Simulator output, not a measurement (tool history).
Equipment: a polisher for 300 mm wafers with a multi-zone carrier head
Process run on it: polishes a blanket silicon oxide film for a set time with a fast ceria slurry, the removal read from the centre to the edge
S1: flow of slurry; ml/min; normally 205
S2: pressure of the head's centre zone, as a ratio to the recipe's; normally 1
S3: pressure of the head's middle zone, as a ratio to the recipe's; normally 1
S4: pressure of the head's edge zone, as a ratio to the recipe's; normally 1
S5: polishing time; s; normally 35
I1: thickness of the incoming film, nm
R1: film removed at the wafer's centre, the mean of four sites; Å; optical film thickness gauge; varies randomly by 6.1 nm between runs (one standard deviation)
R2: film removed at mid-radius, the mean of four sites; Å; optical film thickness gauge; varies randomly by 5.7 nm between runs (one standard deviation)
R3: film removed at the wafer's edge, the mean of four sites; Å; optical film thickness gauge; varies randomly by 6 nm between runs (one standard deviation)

run,hour,S1,S2,S3,S4,S5,I1,R1,R2,R3
1,0,205,1,1,1,35,1729.2,4677,4758,5072
2,30.7,205,1,1,1,35,1703.1,4784,4754,5073
3,65.1,205,1,1,1,35,1720.3,4625,4667,5040
# hour 71.5: worn pad replaced by a new one
# hour 83.6: centre zone pressure recalibrated
4,84.8,205,1,1,1,35,1773.7,4687,4695,5069
5,101.5,205,1,1,1,35,1745.4,4651,4618,5073
# hour 111.7: carrier head's membrane replaced by a new one
6,136.8,205,1,1,1,35,1718,4599,4674,5023
7,148.8,205,1,0.93,1,43,1773.6,5807,5447,6292
8,167.7,205,1,1,0.88,46,1731.3,6148,6087,6264
9,181.6,205,1,1,1,35,1766.9,4630,4653,5104
10,194.8,205,1,1.11,1,35,1723.6,4815,5085,5079
# hour 201.9: worn pad replaced by a new one
# hour 210.1: edge zone pressure recalibrated
11,229,205,1.07,0.97,1,46,1717,6572,5945,6534
12,244.3,205,1,1,0.93,35,1757.7,4678,4620,4841
13,268.8,205,1,1,1,35,1747.3,4684,4597,5026
14,284.5,180,1,1,0.91,35,1741,4570,4538,4703
15,307.1,240,1.12,0.94,1.05,35,1759.9,5406,4480,5195
# hour 308.9: slurry nozzle cleaned
16,323.1,205,1,1,1,35,1741.8,4980,4889,5308
# hour 338.4: worn pad replaced by a new one
17,357.7,205,1,1,1,35,1744.3,4974,5031,5359
18,385.2,145,0.89,1,1.08,46,1749.8,5526,6200,6884
19,402.6,270,1,0.92,1,35,1745.4,5183,4718,5479
20,423.1,205,1,1,1,35,1735.6,4912,4810,5215
# hour 447.1: worn pad replaced by a new one
21,457.9,205,1,0.92,1.05,35,1735.3,4836,4554,5430

Branching from run 21: 5 alternative next runs. What would each branch give?
A,458.3,205,1,1,1.1,35,1736.1,?,?,?
B,458.3,205,1,1,0.89,39,1736.1,?,?,?
C,458.3,205,1,0.96,1,35,1736.1,?,?,?
D,458.3,205,0.88,1,1,35,1736.1,?,?,?
E,458.3,135,1.1,1,1.04,35,1736.1,?,?,?

run,R1,R2,R3
A,4969,4823,5504
B,5537,5375,5539
C,4967,4660,5254
D,4368,4826,5251
E,5068,4507,5101
Without the tool's hidden state the same runs would have given:
run,R1,R2,R3
A,5129,4961,5620
B,5715,5530,5656
C,5128,4794,5364
D,4509,4965,5361
E,5299,4687,5245
